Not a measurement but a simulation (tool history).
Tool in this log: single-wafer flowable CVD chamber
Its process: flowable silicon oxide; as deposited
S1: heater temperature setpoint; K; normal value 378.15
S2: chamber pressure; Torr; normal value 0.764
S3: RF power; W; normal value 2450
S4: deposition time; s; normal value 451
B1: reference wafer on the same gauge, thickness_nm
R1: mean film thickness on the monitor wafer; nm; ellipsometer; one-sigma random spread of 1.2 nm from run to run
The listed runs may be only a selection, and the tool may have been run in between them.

run    hour      S1     S2    S3   S4       B1       R1
  1     0.0  378.15  0.764  2590  451  247.739  228.955
  2    64.7  378.15  0.764  2450  451  248.120  229.203
  3   128.0  378.15  0.764  2450  451  248.486  230.297
  4   196.9  378.15  0.764  2450  451  247.234  231.567
      236.8  -- RF generator calibrated
  5   272.6  378.15  0.764  2450  451  247.794  233.262
  6   348.4  378.15  0.764  2350  503  248.323  257.984
  7   396.7  378.15  0.764  2350  503  248.152  260.860
      433.6  -- thermocouple changed; heater temperature recalibrated
  8   466.8  378.15  0.764  2450  451  247.283  222.447
  9   543.7  378.15  0.764  2450  451  247.714  222.014
 10   632.1  378.15  0.764  2450  451  247.635  222.540
 11   721.0  378.15  0.764  2450  451  247.703  222.249
 12   812.3  378.15  0.764  2450  451  247.854  224.098
 13   882.5  378.15  0.764  2450  451  247.864  223.224
     1047.7  -- showerhead replaced, of another model than before
 14  1127.5  385.15  0.599  2605  366  247.586  130.004
 15  1174.8  384.15  0.947  2765  451  247.543  217.536
 16  1386.9  385.15  0.610  2450  493  247.825  175.603
     1430.7  -- gauge calibrated
 17  1470.3  378.15  0.764  2870  382  248.338  202.702
 18  1522.6  378.15  0.764  2285  451  247.974  230.465
     1600.6  -- RF generator calibrated
 19  1601.1  363.15  0.764  2450  480  247.862  411.165
 20  1662.0  378.15  0.764  2450  451  247.876  237.130
     1683.3  -- thermocouple changed; heater temperature recalibrated
 21  1764.0  385.15  0.817  2290  491  247.784  193.527

For run 22, what comes out?
     1902.7  -- capacitance manometer re-zeroed and calibrated
 22  2028.9  391.15  0.764  2450  506   ?   ?

B1: 248.429
R1: 164.798 nm
Take away the tool's hidden state, keep the run-to-run variation as it was, and the same run would have given R1 163.567 nm.
